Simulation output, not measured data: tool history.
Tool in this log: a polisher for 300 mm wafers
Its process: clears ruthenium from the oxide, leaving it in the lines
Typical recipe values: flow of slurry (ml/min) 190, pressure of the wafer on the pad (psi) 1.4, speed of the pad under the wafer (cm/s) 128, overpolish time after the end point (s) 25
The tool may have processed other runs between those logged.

| run | day | flow of slurry (ml/min) | pressure of the wafer on the pad (psi) | speed of the pad under the wafer (cm/s) | overpolish time after the end point (s) | incoming thickness of the incoming film, nm | time until the end point was called (s) |
|---|---|---|---|---|---|---|---|
| 1 | 0.000 | 190 | 1.4 | 128 | 25 | 90.1 | 101.9 |
| 2 | 0.912 | 190 | 1.4 | 128 | 25 | 89.7 | 100.5 |
| 3 | 2.329 | 190 | 1.4 | 128 | 25 | 89.2 | 98.7 |
|  | 2.667 | slurry nozzle cleaned |
| 4 | 3.754 | 190 | 1.7 | 128 | 25 | 89.0 | 89.8 |
| 5 | 6.562 | 190 | 1.4 | 128 | 25 | 89.1 | 100.8 |
|  | 6.858 | worn pad replaced by a new one |
| 6 | 7.933 | 190 | 1.4 | 128 | 25 | 88.9 | 94.2 |
|  | 8.200 | head pressure recalibrated |
| 7 | 8.692 | 190 | 1.4 | 128 | 25 | 90.3 | 101.6 |
| 8 | 10.750 | 190 | 1.4 | 128 | 21 | 89.1 | 102.9 |
| 9 | 12.646 | 190 | 1.4 | 128 | 21 | 91.1 | 106.8 |
| 10 | 15.650 | 190 | 1.4 | 128 | 25 | 88.7 | 102.9 |
| 11 | 16.804 | 190 | 1.4 | 128 | 25 | 90.1 | 103.9 |
| 12 | 18.267 | 190 | 1.4 | 128 | 25 | 90.2 | 105.1 |
|  | 19.167 | worn pad replaced by a new one |
|  | 22.521 | slurry nozzle cleaned |
| 13 | 22.542 | 190 | 1.4 | 128 | 25 | 89.8 | 98.3 |
|  | 22.971 | head pressure recalibrated |
| 14 | 23.658 | 190 | 1.7 | 94 | 35 | 91.4 | 128.7 |
| 15 | 24.621 | 220 | 1.4 | 128 | 18 | 90.0 | 104.2 |
| 16 | 25.779 | 190 | 1.4 | 128 | 32 | 90.2 | 104.1 |
| 17 | 27.112 | 135 | 1.1 | 162 | 39 | 89.8 | 100.2 |
| 18 | 27.867 | 190 | 1.4 | 128 | 25 | 89.3 | 103.3 |
| 19 | 28.700 | 190 | 1.4 | 128 | 25 | 90.8 | 105.2 |
| 20 | 29.262 | 190 | 1.4 | 128 | 19 | 89.4 | 102.8 |
|  | 30.042 | worn pad replaced by a new one |
| 21 | 32.579 | 190 | 1.4 | 116 | 25 | 88.4 | 105.7 |
| 22 | 33.758 | 160 | 1.4 | 128 | 13 | 90.0 | 101.6 |
| 23 | 34.283 | 170 | 1.4 | 128 | 25 | 89.0 | 101.6 |
| 24 | 35.121 | 225 | 1.4 | 128 | 25 | 91.0 | 99.2 |
| 25 | 35.804 | 190 | 1.4 | 98 | 25 | 89.9 | 131.0 |
| 26 | 37.083 | 220 | 1.4 | 128 | 25 | 88.8 | 96.1 |
| 27 | 37.992 | 220 | 1.4 | 150 | 12 | 90.0 | 84.0 |
| 28 | 39.325 | 190 | 1.4 | 128 | 36 | 90.1 | 102.2 |
| 29 | 40.075 | 190 | 1.4 | 128 | 14 | 90.3 | 102.3 |
|  | 40.171 | head pressure recalibrated |
| 30 | 40.842 | 235 | 1.8 | 156 | 25 | 89.6 | 73.6 |
|  | 41.254 | worn pad replaced by a new one |
| 31 | 41.667 | 190 | 1.4 | 128 | 25 | 89.9 | 98.1 |
| 32 | 42.550 | 190 | 1.4 | 128 | 25 | 90.3 | 99.8 |
| 33 | 43.425 | 190 | 1.4 | 128 | 15 | 91.4 | 101.5 |
| 34 | 44.058 | 170 | 1.9 | 128 | 33 | 88.5 | 81.3 |
| 35 | 44.804 | 190 | 1.4 | 128 | 25 | 89.2 | 102.8 |
|  | 45.292 | slurry nozzle cleaned |
| 36 | 46.146 | 170 | 1.7 | 158 | 35 | 89.5 | 73.3 |

Branching from run 36: 5 alternative next runs. What would each branch give?
| A | 46.167 | 190 | 1.4 | 144 | 25 | 89.8 | ? |
| B | 46.167 | 190 | 1.1 | 128 | 18 | 89.8 | ? |
| C | 46.167 | 190 | 1.4 | 128 | 31 | 89.8 | ? |
| D | 46.167 | 220 | 1.6 | 128 | 12 | 89.8 | ? |
| E | 46.167 | 210 | 1.4 | 128 | 25 | 89.8 | ? |

| run | time until the end point was called (s) |
|---|---|
| A | 88.9 |
| B | 114.8 |
| C | 100.0 |
| D | 90.3 |
| E | 98.6 |
With no hidden state in the tool, these same runs would have given:
| run | time until the end point was called (s) |
|---|---|
| A | 87.3 |
| B | 112.7 |
| C | 98.2 |
| D | 88.6 |
| E | 96.8 |
